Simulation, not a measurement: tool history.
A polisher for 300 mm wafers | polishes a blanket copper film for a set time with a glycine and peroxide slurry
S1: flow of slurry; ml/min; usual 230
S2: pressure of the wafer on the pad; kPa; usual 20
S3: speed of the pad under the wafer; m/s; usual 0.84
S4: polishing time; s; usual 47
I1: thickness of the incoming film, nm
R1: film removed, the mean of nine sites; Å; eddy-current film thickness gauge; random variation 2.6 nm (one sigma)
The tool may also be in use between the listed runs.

| run | hour | S1 | S2 | S3 | S4 | I1 | R1 |
|---|---|---|---|---|---|---|---|
| 1 | 0 | 230 | 20 | 0.84 | 47 | 1531.2 | 2237 |
| 2 | 34 | 230 | 20 | 0.84 | 47 | 1510.3 | 2212 |
| 3 | 86.9 | 230 | 20 | 0.84 | 47 | 1527.5 | 2225 |
| 4 | 134.4 | 230 | 20 | 0.84 | 47 | 1502 | 2270 |
| 5 | 161.4 | 230 | 20 | 0.84 | 54 | 1511.4 | 2597 |
| 6 | 196.2 | 230 | 20 | 0.84 | 54 | 1510.1 | 2629 |
|  | 248.9 | slurry nozzle cleaned |
| 7 | 254.3 | 190 | 17.9 | 0.84 | 47 | 1509 | 2045 |
| 8 | 285.4 | 250 | 20 | 0.84 | 47 | 1523.7 | 2273 |
|  | 342.2 | worn pad replaced by a new one |
| 9 | 353.7 | 230 | 20 | 0.84 | 44 | 1484.6 | 2219 |
|  | 385.8 | head pressure recalibrated |
| 10 | 421 | 230 | 20 | 0.84 | 44 | 1502.5 | 2100 |
| 11 | 485.6 | 230 | 20 | 0.84 | 44 | 1518.7 | 2103 |
| 12 | 515.8 | 230 | 20 | 0.84 | 47 | 1507.9 | 2239 |
| 13 | 559.8 | 230 | 20 | 0.84 | 47 | 1528.4 | 2263 |
|  | 592.3 | slurry nozzle cleaned |
| 14 | 631.6 | 230 | 20 | 0.84 | 47 | 1512.5 | 2283 |
|  | 707.3 | worn pad replaced by a new one |
|  | 733.3 | head pressure recalibrated |
| 15 | 757.4 | 230 | 20 | 1.02 | 47 | 1501.3 | 2587 |
| 16 | 788.2 | 230 | 20 | 1.02 | 47 | 1523.4 | 2529 |
| 17 | 849.5 | 230 | 20 | 1.02 | 47 | 1481.8 | 2579 |
| 18 | 907.4 | 285 | 20 | 0.84 | 34 | 1494.5 | 1658 |
|  | 928.8 | slurry nozzle cleaned |
| 19 | 945.7 | 230 | 20 | 0.84 | 47 | 1481.2 | 2264 |
| 20 | 990 | 290 | 20 | 1 | 47 | 1540.6 | 2654 |
| 21 | 1014.8 | 230 | 20 | 1.08 | 58 | 1506.7 | 3420 |
|  | 1047.3 | worn pad replaced by a new one |
| 22 | 1080.6 | 230 | 20 | 0.84 | 47 | 1515.4 | 2323 |
|  | 1095.7 | head pressure recalibrated |
| 23 | 1130.7 | 205 | 14.5 | 0.72 | 34 | 1508.7 | 1112 |
| 24 | 1174.6 | 230 | 20 | 0.84 | 47 | 1487.6 | 2237 |
| 25 | 1229.4 | 260 | 14.5 | 0.84 | 47 | 1507.3 | 1790 |
| 26 | 1272.5 | 155 | 20 | 0.84 | 35 | 1516.9 | 1623 |
|  | 1308.3 | slurry nozzle cleaned |
| 27 | 1316.3 | 230 | 22.1 | 0.84 | 41 | 1506.8 | 2121 |
| 28 | 1344.9 | 270 | 22.8 | 0.98 | 42 | 1520.8 | 2567 |
| 29 | 1392.3 | 260 | 20 | 0.84 | 55 | 1504.3 | 2824 |
|  | 1407.3 | head pressure recalibrated |
|  | 1410.9 | worn pad replaced by a new one |
| 30 | 1446 | 175 | 15.9 | 0.64 | 47 | 1514.9 | 1529 |
| 31 | 1514.2 | 230 | 20 | 0.84 | 32 | 1503.5 | 1544 |
| 32 | 1563.9 | 160 | 20 | 1.08 | 41 | 1521.1 | 2341 |
| 33 | 1635.5 | 230 | 20 | 0.84 | 44 | 1528 | 2135 |
| 34 | 1674 | 185 | 14.5 | 0.54 | 63 | 1520.9 | 1820 |
|  | 1686.1 | slurry nozzle cleaned |
| 35 | 1738.8 | 230 | 20 | 0.84 | 37 | 1513.5 | 1852 |

5 ways to go on from here, each from the tool as it stands after run 35. What would each give?
| A | 1739.2 | 230 | 20 | 0.84 | 47 | 1537.2 | ? |
| B | 1739.2 | 210 | 22.1 | 0.84 | 47 | 1537.2 | ? |
| C | 1739.2 | 295 | 14.5 | 1.12 | 47 | 1537.2 | ? |
| D | 1739.2 | 280 | 17.9 | 0.84 | 56 | 1537.2 | ? |
| E | 1739.2 | 265 | 13.1 | 0.84 | 56 | 1537.2 | ? |

| run | R1 |
|---|---|
| A | 2391 |
| B | 2568 |
| C | 2314 |
| D | 2658 |
| E | 2077 |
Without the tool's hidden state the same runs would have given:
| run | R1 |
|---|---|
| A | 2264 |
| B | 2429 |
| C | 2192 |
| D | 2519 |
| E | 1976 |

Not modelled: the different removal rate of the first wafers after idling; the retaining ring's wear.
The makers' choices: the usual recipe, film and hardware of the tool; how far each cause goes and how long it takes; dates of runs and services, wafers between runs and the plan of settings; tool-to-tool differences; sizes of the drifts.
